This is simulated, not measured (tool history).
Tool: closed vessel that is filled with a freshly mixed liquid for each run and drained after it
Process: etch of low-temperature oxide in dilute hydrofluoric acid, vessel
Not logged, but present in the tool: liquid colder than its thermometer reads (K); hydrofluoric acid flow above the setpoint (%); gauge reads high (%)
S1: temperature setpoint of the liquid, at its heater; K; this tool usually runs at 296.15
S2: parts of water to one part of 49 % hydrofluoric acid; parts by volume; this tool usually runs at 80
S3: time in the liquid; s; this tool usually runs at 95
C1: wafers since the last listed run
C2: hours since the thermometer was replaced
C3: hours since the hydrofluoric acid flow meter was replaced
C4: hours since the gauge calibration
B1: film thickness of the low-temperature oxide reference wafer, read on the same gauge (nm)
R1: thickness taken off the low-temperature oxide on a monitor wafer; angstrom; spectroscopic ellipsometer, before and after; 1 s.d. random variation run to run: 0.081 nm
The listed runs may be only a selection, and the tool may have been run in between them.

| run | day | S1 | S2 | S3 | C1 | C2 | C3 | C4 | B1 | R1 |
|---|---|---|---|---|---|---|---|---|---|---|
| 1 | 0.000 | 296.15 | 100 | 95 | 0 | 392.2 | 965.9 | 165.4 | 60.00 | 109.4 |
| 2 | 1.012 | 296.15 | 80 | 95 | 2678 | 416.5 | 990.2 | 189.7 | 59.99 | 139.1 |
| 3 | 1.792 | 296.15 | 80 | 95 | 2061 | 435.2 | 1008.9 | 208.4 | 60.03 | 138.5 |
| 4 | 2.900 | 293.15 | 80 | 95 | 2931 | 461.8 | 1035.5 | 235.0 | 60.01 | 122.4 |
| 5 | 3.458 | 293.15 | 80 | 95 | 1476 | 475.2 | 1048.9 | 248.4 | 60.00 | 123.0 |
|  | 4.583 | hydrofluoric acid flow meter replaced |
| 6 | 4.854 | 292.65 | 80 | 95 | 3582 | 508.7 | 6.5 | 281.9 | 59.99 | 107.0 |
|  | 5.229 | gauge calibrated |
| 7 | 5.567 | 292.65 | 80 | 95 | 1884 | 525.8 | 23.6 | 8.1 | 59.98 | 106.2 |
| 8 | 6.917 | 296.15 | 55 | 95 | 3571 | 558.2 | 56.0 | 40.5 | 60.02 | 187.6 |
| 9 | 7.862 | 294.65 | 80 | 95 | 2502 | 580.9 | 78.7 | 63.2 | 60.02 | 117.2 |
| 10 | 8.679 | 296.15 | 115 | 55 | 2160 | 600.5 | 98.3 | 82.8 | 59.99 | 48.2 |
| 11 | 9.896 | 291.65 | 80 | 65 | 3218 | 629.7 | 127.5 | 112.0 | 60.01 | 71.9 |
|  | 10.746 | thermometer replaced |
| 12 | 11.179 | 296.15 | 80 | 95 | 3284 | 10.4 | 158.3 | 142.8 | 60.01 | 126.8 |
| 13 | 11.738 | 296.15 | 110 | 95 | 1476 | 23.8 | 171.7 | 156.2 | 59.99 | 88.6 |
| 14 | 12.454 | 296.15 | 115 | 75 | 1895 | 41.0 | 188.9 | 173.4 | 60.01 | 66.0 |
| 15 | 13.246 | 292.65 | 95 | 125 | 2094 | 60.0 | 207.9 | 192.4 | 60.00 | 119.0 |
| 16 | 14.062 | 299.65 | 50 | 50 | 2160 | 79.6 | 227.5 | 212.0 | 60.00 | 127.5 |
| 17 | 14.883 | 296.15 | 55 | 95 | 2171 | 99.3 | 247.2 | 231.7 | 60.02 | 189.6 |

Here are 4 independent what-if runs from the current tool condition. What would each one return?
| A | 14.912 | 296.15 | 80 | 95 | 77 | 100.0 | 247.9 | 232.4 | ? | ? |
| B | 14.912 | 299.65 | 80 | 120 | 77 | 100.0 | 247.9 | 232.4 | ? | ? |
| C | 14.912 | 299.65 | 40 | 110 | 77 | 100.0 | 247.9 | 232.4 | ? | ? |
| D | 14.912 | 291.65 | 100 | 80 | 77 | 100.0 | 247.9 | 232.4 | ? | ? |

| run | B1 | R1 |
|---|---|---|
| A | 59.99 | 126.7 |
| B | 59.99 | 184.1 |
| C | 59.99 | 356.2 |
| D | 59.99 | 69.3 |
The same runs, with their run-to-run variation unchanged, on a tool lacking any hidden condition would have given:
| run | R1 |
|---|---|
| A | 121.8 |
| B | 176.9 |
| C | 342.8 |
| D | 66.6 |
